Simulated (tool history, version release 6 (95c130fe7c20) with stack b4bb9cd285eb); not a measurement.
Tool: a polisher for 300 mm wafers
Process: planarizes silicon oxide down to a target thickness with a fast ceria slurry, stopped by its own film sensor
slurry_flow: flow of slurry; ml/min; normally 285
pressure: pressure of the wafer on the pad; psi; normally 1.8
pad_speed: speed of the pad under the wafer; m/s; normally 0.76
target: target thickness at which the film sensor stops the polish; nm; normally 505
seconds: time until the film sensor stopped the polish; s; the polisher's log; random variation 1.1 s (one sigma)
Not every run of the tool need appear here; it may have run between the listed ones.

run     day  slurry_flow  pressure  pad_speed  target  incoming thickness of the incoming film, nm  seconds
  1   0.000          285       1.4       0.76     505                                       1196.7    151.1
  2   4.175          285       1.4       0.76     505                                       1190.4    159.8
      5.608  -- worn pad replaced by a new one
  3   5.988          285       1.4       0.76     505                                       1171.5    144.6
  4   7.642          285       1.8       0.76     505                                       1184.6    116.9
      9.212  -- slurry nozzle cleaned
  5  10.325          285       1.8       0.76     505                                       1182.6    116.3
  6  13.092          285       1.8       0.76     505                                       1194.7    120.8
     13.862  -- worn pad replaced by a new one
  7  16.208          285       1.8       0.76     505                                       1206.5    116.5
  8  18.517          285       1.8       0.76     505                                       1190.1    117.6
  9  20.867          230       1.8       0.60     657                                       1214.0    130.7
     23.342  -- slurry nozzle cleaned
     23.908  -- worn pad replaced by a new one
 10  28.204          335       2.4       0.50     303                                       1188.3    167.5
     28.679  -- head pressure recalibrated
 11  32.275          285       1.8       0.76     505                                       1180.0    123.5
     33.333  -- worn pad replaced by a new one
 12  34.712          220       1.6       0.92     505                                       1181.4    111.3
 13  36.842          285       1.5       0.56     505                                       1171.6    188.3
 14  39.508          285       1.8       0.76     505                                       1204.5    127.2
     40.396  -- slurry nozzle cleaned
     41.050  -- worn pad replaced by a new one
 15  41.442          285       1.8       0.76     505                                       1198.5    114.2
 16  45.221          235       2.4       1.02     296                                       1195.8     86.4

Difference, measured minus no-hidden-state, one row per run. Run-to-run variation is common to both terms; the gauge's own scatter need not be:
Hidden conditions of the tool in this case: removal rate lost through wear of the pad, %; slurry flow missing at the pad, %; deviation of the head's pressure from its setpoint, %.
run  seconds
  1     +5.1
  2    +16.1
  3     +5.7
  4     +6.3
  5     +4.2
  6     +8.8
  7     +2.9
  8     +5.8
  9    +12.5
 10     +5.2
 11    +11.7
 12     +5.3
 13    +12.3
 14    +15.8
 15     +0.8
 16     +2.6

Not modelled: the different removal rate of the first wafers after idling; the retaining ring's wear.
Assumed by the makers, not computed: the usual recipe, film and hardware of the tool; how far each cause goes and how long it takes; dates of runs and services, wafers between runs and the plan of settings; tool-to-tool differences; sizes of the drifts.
